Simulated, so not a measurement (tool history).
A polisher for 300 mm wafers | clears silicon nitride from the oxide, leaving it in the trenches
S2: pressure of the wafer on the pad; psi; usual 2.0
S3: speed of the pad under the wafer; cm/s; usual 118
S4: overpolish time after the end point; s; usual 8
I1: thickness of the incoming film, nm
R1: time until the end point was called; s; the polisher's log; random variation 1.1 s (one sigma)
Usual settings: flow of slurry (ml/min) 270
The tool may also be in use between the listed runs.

run 1 day=0.000 | flow_of_slurry_(ml/min)=270 S2=2.0 S3=118 S4=8 | I1=80.0 | R1=87.5
-- day=1.550 worn pad replaced by a new one
run 2 day=2.346 | flow_of_slurry_(ml/min)=270 S2=2.0 S3=118 S4=8 | I1=79.6 | R1=87.6
run 3 day=3.058 | flow_of_slurry_(ml/min)=270 S2=2.0 S3=118 S4=8 | I1=78.4 | R1=85.8
run 4 day=3.579 | flow_of_slurry_(ml/min)=195 S2=2.0 S3=118 S4=8 | I1=80.8 | R1=91.5
run 5 day=4.946 | flow_of_slurry_(ml/min)=270 S2=2.4 S3=118 S4=8 | I1=81.7 | R1=75.8
run 6 day=6.196 | flow_of_slurry_(ml/min)=230 S2=2.0 S3=118 S4=5 | I1=81.1 | R1=90.3
run 7 day=6.779 | flow_of_slurry_(ml/min)=270 S2=2.0 S3=118 S4=8 | I1=80.4 | R1=87.2
run 8 day=7.908 | flow_of_slurry_(ml/min)=270 S2=2.0 S3=118 S4=8 | I1=80.5 | R1=88.0
-- day=8.908 worn pad replaced by a new one
run 9 day=9.158 | flow_of_slurry_(ml/min)=270 S2=2.0 S3=118 S4=8 | I1=78.5 | R1=86.9
-- day=9.721 head pressure recalibrated
run 10 day=9.883 | flow_of_slurry_(ml/min)=270 S2=2.0 S3=118 S4=8 | I1=80.0 | R1=88.6
run 11 day=10.662 | flow_of_slurry_(ml/min)=270 S2=1.6 S3=118 S4=8 | I1=80.4 | R1=112.3
-- day=15.054 worn pad replaced by a new one
run 12 day=15.075 | flow_of_slurry_(ml/min)=270 S2=1.6 S3=118 S4=8 | I1=79.6 | R1=113.5
run 13 day=15.850 | flow_of_slurry_(ml/min)=270 S2=1.6 S3=118 S4=8 | I1=81.1 | R1=113.3
run 14 day=17.092 | flow_of_slurry_(ml/min)=270 S2=2.0 S3=118 S4=8 | I1=81.1 | R1=89.1
run 15 day=18.067 | flow_of_slurry_(ml/min)=270 S2=2.0 S3=118 S4=8 | I1=79.5 | R1=87.6
-- day=18.346 slurry nozzle cleaned
run 16 day=18.612 | flow_of_slurry_(ml/min)=200 S2=2.5 S3=80 S4=5 | I1=80.3 | R1=116.7
run 17 day=19.212 | flow_of_slurry_(ml/min)=270 S2=1.7 S3=118 S4=10 | I1=80.2 | R1=108.8
run 18 day=20.296 | flow_of_slurry_(ml/min)=270 S2=2.0 S3=142 S4=8 | I1=80.6 | R1=81.2
run 19 day=20.854 | flow_of_slurry_(ml/min)=270 S2=2.0 S3=118 S4=8 | I1=78.9 | R1=93.9
run 20 day=21.708 | flow_of_slurry_(ml/min)=270 S2=2.0 S3=118 S4=4 | I1=80.2 | R1=93.9
-- day=21.992 worn pad replaced by a new one
run 21 day=22.562 | flow_of_slurry_(ml/min)=270 S2=2.0 S3=134 S4=8 | I1=79.8 | R1=83.7
-- day=25.188 slurry nozzle cleaned, repeated, since the last time left the tool worse
run 22 day=25.662 | flow_of_slurry_(ml/min)=270 S2=2.0 S3=118 S4=11 | I1=80.0 | R1=87.8
run 23 day=26.196 | flow_of_slurry_(ml/min)=270 S2=2.6 S3=118 S4=8 | I1=79.0 | R1=66.4

Forecast run 24:
run 24 day=27.229 | flow_of_slurry_(ml/min)=270 S2=2.0 S3=118 S4=8 | I1=79.9 | R1=?

R1: 85.7 s
Without the tool's hidden state the same run would have given R1 85.4 s.

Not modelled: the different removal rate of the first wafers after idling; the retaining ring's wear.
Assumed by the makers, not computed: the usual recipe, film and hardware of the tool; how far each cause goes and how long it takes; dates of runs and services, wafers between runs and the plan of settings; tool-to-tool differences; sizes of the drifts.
